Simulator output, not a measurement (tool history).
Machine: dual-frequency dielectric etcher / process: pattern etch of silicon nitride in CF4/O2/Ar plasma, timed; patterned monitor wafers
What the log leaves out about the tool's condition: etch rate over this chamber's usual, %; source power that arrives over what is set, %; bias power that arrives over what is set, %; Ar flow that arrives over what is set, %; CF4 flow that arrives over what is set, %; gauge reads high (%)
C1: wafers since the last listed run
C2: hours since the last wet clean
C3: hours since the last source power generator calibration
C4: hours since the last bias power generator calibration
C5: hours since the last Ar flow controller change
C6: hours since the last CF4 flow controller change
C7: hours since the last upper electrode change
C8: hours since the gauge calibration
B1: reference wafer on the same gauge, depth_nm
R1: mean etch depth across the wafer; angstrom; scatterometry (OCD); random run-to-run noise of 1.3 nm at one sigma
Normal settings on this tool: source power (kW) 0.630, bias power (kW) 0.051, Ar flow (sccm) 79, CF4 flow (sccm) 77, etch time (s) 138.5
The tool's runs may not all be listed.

Run 1, hour 0.0: usual settings; C1 0; C2 40.7; C3 2468.1; C4 3616.9; C5 2266.5; C6 1506.6; C7 2200.9; C8 216.8; B1 254.5. Result: R1 2940 angstrom.
Run 2, hour 62.2: usual settings; C1 583; C2 102.9; C3 2530.3; C4 3679.1; C5 2328.7; C6 1568.8; C7 2263.1; C8 279.0; B1 255.3. Result: R1 2993 angstrom.
Run 3, hour 158.1: usual settings; C1 899; C2 198.8; C3 2626.2; C4 3775.0; C5 2424.6; C6 1664.7; C7 2359.0; C8 374.9; B1 255.1. Result: R1 2972 angstrom.
Run 4, hour 195.5: usual settings but bias power (kW) 0.041; C1 350; C2 236.2; C3 2663.6; C4 3812.4; C5 2462.0; C6 1702.1; C7 2396.4; C8 412.3; B1 255.5. Result: R1 2788 angstrom.
Run 5, hour 244.9: usual settings but bias power (kW) 0.041; C1 463; C2 285.6; C3 2713.0; C4 3861.8; C5 2511.4; C6 1751.5; C7 2445.8; C8 461.7; B1 255.1. Result: R1 2796 angstrom.
Run 6, hour 336.6: usual settings but Ar flow (sccm) 63; C1 859; C2 377.3; C3 2804.7; C4 3953.5; C5 2603.1; C6 1843.2; C7 2537.5; C8 553.4; B1 254.8. Result: R1 3126 angstrom.
Run 7, hour 430.0: usual settings; C1 875; C2 470.7; C3 2898.1; C4 4046.9; C5 2696.5; C6 1936.6; C7 2630.9; C8 646.8; B1 255.1. Result: R1 3019 angstrom.
Run 8, hour 527.3: usual settings; C1 912; C2 568.0; C3 2995.4; C4 4144.2; C5 2793.8; C6 2033.9; C7 2728.2; C8 744.1; B1 255.2. Result: R1 3084 angstrom.
At hour 555.9: source power generator calibrated.
Run 9, hour 576.0: usual settings but CF4 flow (sccm) 89; C1 419; C2 616.7; C3 20.1; C4 4192.9; C5 2842.5; C6 2082.6; C7 2776.9; C8 792.8; B1 254.9. Result: R1 3250 angstrom.
At hour 618.7: Ar flow controller replaced.
At hour 649.1: wet clean of the chamber.
Run 10, hour 649.6: usual settings but CF4 flow (sccm) 89; C1 408; C2 0.5; C3 93.7; C4 4266.5; C5 30.9; C6 2156.2; C7 2850.5; C8 866.4; B1 255.0. Result: R1 3073 angstrom.
At hour 704.7: upper electrode replaced.
Run 11, hour 711.4: usual settings but CF4 flow (sccm) 58; C1 354; C2 62.3; C3 155.5; C4 4328.3; C5 92.7; C6 2218.0; C7 6.7; C8 928.2; B1 254.5. Result: R1 2943 angstrom.
Run 12, hour 755.1: usual settings but bias power (kW) 0.055, CF4 flow (sccm) 87; C1 409; C2 106.0; C3 199.2; C4 4372.0; C5 136.4; C6 2261.7; C7 50.4; C8 971.9; B1 255.5. Result: R1 3177 angstrom.
At hour 943.1: gauge calibrated.
Run 13, hour 1045.9: usual settings; C1 2726; C2 396.8; C3 490.0; C4 4662.8; C5 427.2; C6 2552.5; C7 341.2; C8 102.8; B1 254.7. Result: R1 3114 angstrom.
Run 14, hour 1124.1: usual settings but source power (kW) 0.530; C1 733; C2 475.0; C3 568.2; C4 4741.0; C5 505.4; C6 2630.7; C7 419.4; C8 181.0; B1 254.8. Result: R1 2758 angstrom.
At hour 1166.2: CF4 flow controller replaced.
Run 15, hour 1237.2: usual settings but source power (kW) 0.750, bias power (kW) 0.060, CF4 flow (sccm) 71; C1 1004; C2 588.1; C3 681.3; C4 4854.1; C5 618.5; C6 71.0; C7 532.5; C8 294.1; B1 255.1. Result: R1 3764 angstrom.
At hour 1256.7: bias power generator calibrated.
At hour 1262.2: wet clean of the chamber.
Run 16, hour 1324.1: usual settings but source power (kW) 0.670, Ar flow (sccm) 99; C1 725; C2 61.9; C3 768.2; C4 67.4; C5 705.4; C6 157.9; C7 619.4; C8 381.0; B1 254.5. Result: R1 3071 angstrom.
Run 17, hour 1361.3: usual settings but CF4 flow (sccm) 93, etch time (s) 127.0; C1 348; C2 99.1; C3 805.4; C4 104.6; C5 742.6; C6 195.1; C7 656.6; C8 418.2; B1 254.7. Result: R1 2860 angstrom.
Run 18, hour 1445.8: usual settings; C1 792; C2 183.6; C3 889.9; C4 189.1; C5 827.1; C6 279.6; C7 741.1; C8 502.7; B1 254.4. Result: R1 3053 angstrom.
Run 19, hour 1496.7: usual settings but bias power (kW) 0.043; C1 477; C2 234.5; C3 940.8; C4 240.0; C5 878.0; C6 330.5; C7 792.0; C8 553.6; B1 254.7. Result: R1 2898 angstrom.
Run 20, hour 1600.9: usual settings but source power (kW) 0.760, Ar flow (sccm) 93, CF4 flow (sccm) 65, etch time (s) 152.5; C1 977; C2 338.7; C3 1045.0; C4 344.2; C5 982.2; C6 434.7; C7 896.2; C8 657.8; B1 255.7. Result: R1 3726 angstrom.

5 options for the next run, each taken on its own from the tool as it stands now. Forecast them:
Run A, hour 1601.4: usual settings; C1 4; C2 339.2; C3 1045.5; C4 344.7; C5 982.7; C6 435.2; C7 896.7; C8 658.3; B1 ?. Result: R1 ?.
Run B, hour 1601.4: usual settings but bias power (kW) 0.061, Ar flow (sccm) 73, etch time (s) 120.5; C1 4; C2 339.2; C3 1045.5; C4 344.7; C5 982.7; C6 435.2; C7 896.7; C8 658.3; B1 ?. Result: R1 ?.
Run C, hour 1601.4: usual settings but source power (kW) 0.570, Ar flow (sccm) 68; C1 4; C2 339.2; C3 1045.5; C4 344.7; C5 982.7; C6 435.2; C7 896.7; C8 658.3; B1 ?. Result: R1 ?.
Run D, hour 1601.4: usual settings but source power (kW) 0.710, CF4 flow (sccm) 89, etch time (s) 167.0; C1 4; C2 339.2; C3 1045.5; C4 344.7; C5 982.7; C6 435.2; C7 896.7; C8 658.3; B1 ?. Result: R1 ?.
Run E, hour 1601.4: usual settings but source power (kW) 0.780, bias power (kW) 0.044, Ar flow (sccm) 68, CF4 flow (sccm) 88; C1 4; C2 339.2; C3 1045.5; C4 344.7; C5 982.7; C6 435.2; C7 896.7; C8 658.3; B1 ?. Result: R1 ?.

run     B1    R1
  A  254.7  3107
  B  254.7  2909
  C  254.7  2950
  D  254.7  4160
  E  254.7  3606
Take away the tool's hidden state, keep each run's random variation, and the runs would have read:
run    R1
  A  3052
  B  2857
  C  2897
  D  4087
  E  3542

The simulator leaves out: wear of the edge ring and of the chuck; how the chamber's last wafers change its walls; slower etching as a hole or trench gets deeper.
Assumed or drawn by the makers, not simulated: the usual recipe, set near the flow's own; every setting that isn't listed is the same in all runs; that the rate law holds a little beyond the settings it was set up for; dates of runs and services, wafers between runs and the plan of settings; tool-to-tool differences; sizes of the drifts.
